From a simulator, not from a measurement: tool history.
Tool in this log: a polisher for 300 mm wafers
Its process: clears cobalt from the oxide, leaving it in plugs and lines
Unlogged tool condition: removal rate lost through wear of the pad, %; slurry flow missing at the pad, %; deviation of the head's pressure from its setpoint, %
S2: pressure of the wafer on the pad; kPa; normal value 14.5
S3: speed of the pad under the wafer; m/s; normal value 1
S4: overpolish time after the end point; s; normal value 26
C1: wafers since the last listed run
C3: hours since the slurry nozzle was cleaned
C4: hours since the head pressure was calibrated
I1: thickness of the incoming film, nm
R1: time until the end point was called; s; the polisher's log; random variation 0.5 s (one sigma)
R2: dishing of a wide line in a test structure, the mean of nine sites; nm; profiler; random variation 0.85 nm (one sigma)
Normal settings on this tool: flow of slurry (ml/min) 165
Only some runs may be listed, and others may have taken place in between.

{"run": 1, "hour": 0.0, "flow of slurry (ml/min)": 165, "S2": 14.5, "S3": 1, "S4": 26, "C1": 0, "wafers polished on this pad": 1341, "C3": 443, "C4": 1093.6, "I1": 244.1, "R1": 49.9, "R2": 56.3}
{"hour": 12.7, "done": "worn pad replaced by a new one"}
{"run": 2, "hour": 15.9, "flow of slurry (ml/min)": 140, "S2": 14.5, "S3": 1, "S4": 26, "C1": 147, "wafers polished on this pad": 39, "C3": 458.9, "C4": 1109.5, "I1": 244.2, "R1": 49.1, "R2": 57.6}
{"run": 3, "hour": 31.3, "flow of slurry (ml/min)": 140, "S2": 14.5, "S3": 1, "S4": 26, "C1": 191, "wafers polished on this pad": 230, "C3": 474.3, "C4": 1124.9, "I1": 242.9, "R1": 50, "R2": 56.1}
{"run": 4, "hour": 44.7, "flow of slurry (ml/min)": 165, "S2": 14.5, "S3": 1, "S4": 26, "C1": 166, "wafers polished on this pad": 396, "C3": 487.7, "C4": 1138.3, "I1": 238.5, "R1": 47.9, "R2": 57.7}
{"run": 5, "hour": 52.6, "flow of slurry (ml/min)": 165, "S2": 14.5, "S3": 1, "S4": 26, "C1": 98, "wafers polished on this pad": 494, "C3": 495.6, "C4": 1146.2, "I1": 241, "R1": 49.2, "R2": 56.8}
{"run": 6, "hour": 60.7, "flow of slurry (ml/min)": 165, "S2": 14.5, "S3": 1, "S4": 37, "C1": 100, "wafers polished on this pad": 594, "C3": 503.7, "C4": 1154.3, "I1": 241.8, "R1": 49.4, "R2": 63.5}
{"run": 7, "hour": 71.5, "flow of slurry (ml/min)": 165, "S2": 14.5, "S3": 1, "S4": 37, "C1": 133, "wafers polished on this pad": 728, "C3": 514.5, "C4": 1165.1, "I1": 240.7, "R1": 48.6, "R2": 62.7}
{"run": 8, "hour": 88.4, "flow of slurry (ml/min)": 165, "S2": 13.1, "S3": 1, "S4": 26, "C1": 209, "wafers polished on this pad": 938, "C3": 531.4, "C4": 1182, "I1": 239.9, "R1": 54.4, "R2": 55.3}
{"run": 9, "hour": 94.8, "flow of slurry (ml/min)": 165, "S2": 13.1, "S3": 1, "S4": 26, "C1": 79, "wafers polished on this pad": 1018, "C3": 537.8, "C4": 1188.4, "I1": 244.4, "R1": 56.3, "R2": 55.1}
{"run": 10, "hour": 105.0, "flow of slurry (ml/min)": 165, "S2": 13.1, "S3": 1, "S4": 26, "C1": 126, "wafers polished on this pad": 1144, "C3": 548, "C4": 1198.6, "I1": 236.9, "R1": 54.1, "R2": 52.8}
{"run": 11, "hour": 122.6, "flow of slurry (ml/min)": 165, "S2": 14.5, "S3": 1, "S4": 26, "C1": 218, "wafers polished on this pad": 1362, "C3": 565.6, "C4": 1216.2, "I1": 237.3, "R1": 49.8, "R2": 56.7}
{"hour": 130.7, "done": "worn pad replaced by a new one"}
{"run": 12, "hour": 135.2, "flow of slurry (ml/min)": 165, "S2": 14.5, "S3": 1, "S4": 26, "C1": 106, "wafers polished on this pad": 56, "C3": 578.2, "C4": 1228.8, "I1": 242.3, "R1": 47.9, "R2": 56.3}
{"run": 13, "hour": 144.9, "flow of slurry (ml/min)": 165, "S2": 14.5, "S3": 1, "S4": 26, "C1": 120, "wafers polished on this pad": 176, "C3": 587.9, "C4": 1238.5, "I1": 241.8, "R1": 47.5, "R2": 55.4}
{"run": 14, "hour": 153.1, "flow of slurry (ml/min)": 215, "S2": 14.5, "S3": 1.26, "S4": 31, "C1": 101, "wafers polished on this pad": 278, "C3": 596.1, "C4": 1246.7, "I1": 237.1, "R1": 35.8, "R2": 63.5}
{"run": 15, "hour": 170.0, "flow of slurry (ml/min)": 200, "S2": 11.7, "S3": 1.26, "S4": 39, "C1": 209, "wafers polished on this pad": 488, "C3": 613, "C4": 1263.6, "I1": 240.7, "R1": 46.3, "R2": 63.9}
{"hour": 181.5, "done": "head pressure recalibrated"}
{"run": 16, "hour": 187.2, "flow of slurry (ml/min)": 165, "S2": 14.5, "S3": 0.8, "S4": 26, "C1": 188, "wafers polished on this pad": 676, "C3": 630.2, "C4": 5.7, "I1": 240, "R1": 60.7, "R2": 53.3}
{"run": 17, "hour": 204.3, "flow of slurry (ml/min)": 125, "S2": 18.6, "S3": 1, "S4": 26, "C1": 212, "wafers polished on this pad": 888, "C3": 647.3, "C4": 22.8, "I1": 241.1, "R1": 40.9, "R2": 58.8}
{"run": 18, "hour": 218.9, "flow of slurry (ml/min)": 215, "S2": 14.5, "S3": 1.26, "S4": 31, "C1": 181, "wafers polished on this pad": 1070, "C3": 661.9, "C4": 37.4, "I1": 240.5, "R1": 37.1, "R2": 62.6}
{"run": 19, "hour": 236.0, "flow of slurry (ml/min)": 165, "S2": 14.5, "S3": 1, "S4": 26, "C1": 212, "wafers polished on this pad": 1282, "C3": 679, "C4": 54.5, "I1": 236.1, "R1": 48.8, "R2": 56.7}
{"hour": 255.2, "done": "worn pad replaced by a new one"}
{"run": 20, "hour": 255.7, "flow of slurry (ml/min)": 135, "S2": 17.9, "S3": 0.76, "S4": 41, "C1": 194, "wafers polished on this pad": 6, "C3": 698.7, "C4": 74.2, "I1": 237.7, "R1": 51.5, "R2": 62.8}
{"hour": 258.8, "done": "slurry nozzle cleaned"}
{"run": 21, "hour": 274.4, "flow of slurry (ml/min)": 130, "S2": 11, "S3": 0.8, "S4": 11, "C1": 219, "wafers polished on this pad": 226, "C3": 15.6, "C4": 92.9, "I1": 241.7, "R1": 85, "R2": 24.5}
{"run": 22, "hour": 290.3, "flow of slurry (ml/min)": 165, "S2": 14.5, "S3": 1, "S4": 26, "C1": 197, "wafers polished on this pad": 423, "C3": 31.5, "C4": 108.8, "I1": 237.1, "R1": 48.3, "R2": 56.7}
{"run": 23, "hour": 300.8, "flow of slurry (ml/min)": 165, "S2": 14.5, "S3": 1, "S4": 26, "C1": 130, "wafers polished on this pad": 553, "C3": 42, "C4": 119.3, "I1": 240.6, "R1": 49.5, "R2": 55.6}
{"run": 24, "hour": 307.2, "flow of slurry (ml/min)": 110, "S2": 13.1, "S3": 1, "S4": 35, "C1": 79, "wafers polished on this pad": 633, "C3": 48.4, "C4": 125.7, "I1": 242.8, "R1": 60.6, "R2": 58.8}
{"run": 25, "hour": 316.9, "flow of slurry (ml/min)": 165, "S2": 14.5, "S3": 1, "S4": 26, "C1": 120, "wafers polished on this pad": 753, "C3": 58.1, "C4": 135.4, "I1": 236.6, "R1": 49.1, "R2": 55.7}
{"run": 26, "hour": 327.6, "flow of slurry (ml/min)": 125, "S2": 17.9, "S3": 1.24, "S4": 19, "C1": 132, "wafers polished on this pad": 886, "C3": 68.8, "C4": 146.1, "I1": 240.5, "R1": 34.6, "R2": 58.1}
{"run": 27, "hour": 344.9, "flow of slurry (ml/min)": 165, "S2": 14.5, "S3": 1, "S4": 18, "C1": 214, "wafers polished on this pad": 1100, "C3": 86.1, "C4": 163.4, "I1": 235.6, "R1": 49.4, "R2": 48.4}

Here are 3 independent what-if runs from the current tool condition. What would each one return?
{"run": "A", "hour": 345.3, "flow of slurry (ml/min)": 165, "S2": 14.5, "S3": 1, "S4": 20, "C1": 4, "wafers polished on this pad": 1105, "C3": 86.5, "C4": 163.8, "I1": 241, "R1": "?", "R2": "?"}
{"run": "B", "hour": 345.3, "flow of slurry (ml/min)": 205, "S2": 17.2, "S3": 1, "S4": 13, "C1": 4, "wafers polished on this pad": 1105, "C3": 86.5, "C4": 163.8, "I1": 241, "R1": "?", "R2": "?"}
{"run": "C", "hour": 345.3, "flow of slurry (ml/min)": 145, "S2": 14.5, "S3": 1, "S4": 11, "C1": 4, "wafers polished on this pad": 1105, "C3": 86.5, "C4": 163.8, "I1": 241, "R1": "?", "R2": "?"}

run=A R1=49.8 R2=50.5
run=B R1=40.5 R2=45.2
run=C R1=51 R2=35.6
The same runs, with their run-to-run variation unchanged, on a tool lacking any hidden condition would have given:
run=A R1=46.2 R2=52.2
run=B R1=37.6 R2=47
run=C R1=47.4 R2=37.4
